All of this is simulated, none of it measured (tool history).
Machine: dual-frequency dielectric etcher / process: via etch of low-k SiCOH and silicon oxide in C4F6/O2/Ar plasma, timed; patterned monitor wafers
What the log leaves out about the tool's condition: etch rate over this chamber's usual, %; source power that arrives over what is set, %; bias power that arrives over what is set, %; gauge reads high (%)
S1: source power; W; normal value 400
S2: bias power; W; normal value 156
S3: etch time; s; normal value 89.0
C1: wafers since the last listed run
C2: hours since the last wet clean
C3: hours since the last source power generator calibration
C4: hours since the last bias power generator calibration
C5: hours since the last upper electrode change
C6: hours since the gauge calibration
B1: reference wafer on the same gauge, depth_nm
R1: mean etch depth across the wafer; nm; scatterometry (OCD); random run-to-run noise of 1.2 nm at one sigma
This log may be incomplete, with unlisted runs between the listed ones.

{"run": 1, "hour": 0.0, "S1": 400, "S2": 140, "S3": 89.0, "C1": 0, "C2": 177.9, "C3": 2793.8, "C4": 2836.3, "C5": 4320.1, "C6": 132.8, "B1": 296.7, "R1": 253.7}
{"run": 2, "hour": 29.2, "S1": 400, "S2": 140, "S3": 89.0, "C1": 176, "C2": 207.1, "C3": 2823.0, "C4": 2865.5, "C5": 4349.3, "C6": 162.0, "B1": 297.4, "R1": 256.0}
{"run": 3, "hour": 62.8, "S1": 400, "S2": 140, "S3": 89.0, "C1": 202, "C2": 240.7, "C3": 2856.6, "C4": 2899.1, "C5": 4382.9, "C6": 195.6, "B1": 296.6, "R1": 255.8}
{"run": 4, "hour": 77.4, "S1": 400, "S2": 156, "S3": 89.0, "C1": 88, "C2": 255.3, "C3": 2871.2, "C4": 2913.7, "C5": 4397.5, "C6": 210.2, "B1": 296.5, "R1": 266.7}
{"run": 5, "hour": 98.5, "S1": 400, "S2": 156, "S3": 89.0, "C1": 127, "C2": 276.4, "C3": 2892.3, "C4": 2934.8, "C5": 4418.6, "C6": 231.3, "B1": 297.3, "R1": 268.2}
{"hour": 153.7, "done": "upper electrode replaced, of another model than before"}
{"run": 6, "hour": 154.2, "S1": 400, "S2": 156, "S3": 89.0, "C1": 191, "C2": 332.1, "C3": 2948.0, "C4": 2990.5, "C5": 0.5, "C6": 287.0, "B1": 296.8, "R1": 265.9}
{"run": 7, "hour": 160.6, "S1": 400, "S2": 156, "S3": 89.0, "C1": 38, "C2": 338.5, "C3": 2954.4, "C4": 2996.9, "C5": 6.9, "C6": 293.4, "B1": 296.9, "R1": 268.5}
{"hour": 167.9, "done": "source power generator calibrated"}
{"hour": 172.7, "done": "gauge calibrated"}
{"run": 8, "hour": 185.0, "S1": 400, "S2": 156, "S3": 89.0, "C1": 123, "C2": 362.9, "C3": 17.1, "C4": 3021.3, "C5": 31.3, "C6": 12.3, "B1": 297.6, "R1": 268.6}
{"run": 9, "hour": 199.0, "S1": 400, "S2": 127, "S3": 89.0, "C1": 84, "C2": 376.9, "C3": 31.1, "C4": 3035.3, "C5": 45.3, "C6": 26.3, "B1": 297.4, "R1": 238.9}
{"run": 10, "hour": 215.9, "S1": 400, "S2": 127, "S3": 89.0, "C1": 102, "C2": 393.8, "C3": 48.0, "C4": 3052.2, "C5": 62.2, "C6": 43.2, "B1": 297.1, "R1": 237.0}
{"run": 11, "hour": 237.5, "S1": 400, "S2": 141, "S3": 78.0, "C1": 130, "C2": 415.4, "C3": 69.6, "C4": 3073.8, "C5": 83.8, "C6": 64.8, "B1": 297.1, "R1": 222.6}
{"hour": 258.0, "done": "bias power generator calibrated"}
{"hour": 282.1, "done": "wet clean of the chamber"}
{"run": 12, "hour": 282.6, "S1": 360, "S2": 189, "S3": 112.0, "C1": 103, "C2": 0.5, "C3": 114.7, "C4": 24.6, "C5": 128.9, "C6": 109.9, "B1": 297.1, "R1": 356.3}
{"run": 13, "hour": 299.4, "S1": 400, "S2": 183, "S3": 97.5, "C1": 101, "C2": 17.3, "C3": 131.5, "C4": 41.4, "C5": 145.7, "C6": 126.7, "B1": 296.8, "R1": 316.9}
{"run": 14, "hour": 311.9, "S1": 310, "S2": 142, "S3": 89.0, "C1": 75, "C2": 29.8, "C3": 144.0, "C4": 53.9, "C5": 158.2, "C6": 139.2, "B1": 297.1, "R1": 233.9}
{"run": 15, "hour": 346.7, "S1": 330, "S2": 166, "S3": 69.0, "C1": 210, "C2": 64.6, "C3": 178.8, "C4": 88.7, "C5": 193.0, "C6": 174.0, "B1": 297.4, "R1": 201.8}
{"run": 16, "hour": 359.7, "S1": 400, "S2": 127, "S3": 89.0, "C1": 78, "C2": 77.6, "C3": 191.8, "C4": 101.7, "C5": 206.0, "C6": 187.0, "B1": 297.1, "R1": 233.3}
{"run": 17, "hour": 381.3, "S1": 310, "S2": 144, "S3": 67.5, "C1": 130, "C2": 99.2, "C3": 213.4, "C4": 123.3, "C5": 227.6, "C6": 208.6, "B1": 297.7, "R1": 178.5}
{"run": 18, "hour": 434.6, "S1": 400, "S2": 140, "S3": 89.0, "C1": 321, "C2": 152.5, "C3": 266.7, "C4": 176.6, "C5": 280.9, "C6": 261.9, "B1": 297.2, "R1": 250.2}
{"run": 19, "hour": 449.4, "S1": 360, "S2": 194, "S3": 63.5, "C1": 89, "C2": 167.3, "C3": 281.5, "C4": 191.4, "C5": 295.7, "C6": 276.7, "B1": 297.1, "R1": 209.8}
{"run": 20, "hour": 468.2, "S1": 400, "S2": 141, "S3": 78.0, "C1": 113, "C2": 186.1, "C3": 300.3, "C4": 210.2, "C5": 314.5, "C6": 295.5, "B1": 296.7, "R1": 220.1}
{"hour": 480.2, "done": "gauge calibrated"}
{"run": 21, "hour": 496.4, "S1": 400, "S2": 156, "S3": 89.0, "C1": 170, "C2": 214.3, "C3": 328.5, "C4": 238.4, "C5": 342.7, "C6": 16.2, "B1": 296.7, "R1": 268.0}

Run-by-run hidden state of the tool:
source power that arrives over what is set, %: 0 in every run
bias power that arrives over what is set, %: 0 in every run
gauge reads high (%): 0 in every run
H1: etch rate over this chamber's usual, %
run=1 H1=1.19
run=2 H1=1.36
run=3 H1=1.56
run=4 H1=1.65
run=5 H1=1.77
run=6 H1=2.1
run=7 H1=2.14
run=8 H1=2.28
run=9 H1=2.36
run=10 H1=2.46
run=11 H1=2.59
run=12 H1=0.554
run=13 H1=0.652
run=14 H1=0.726
run=15 H1=0.93
run=16 H1=1.01
run=17 H1=1.13
run=18 H1=1.45
run=19 H1=1.53
run=20 H1=1.64
run=21 H1=1.81
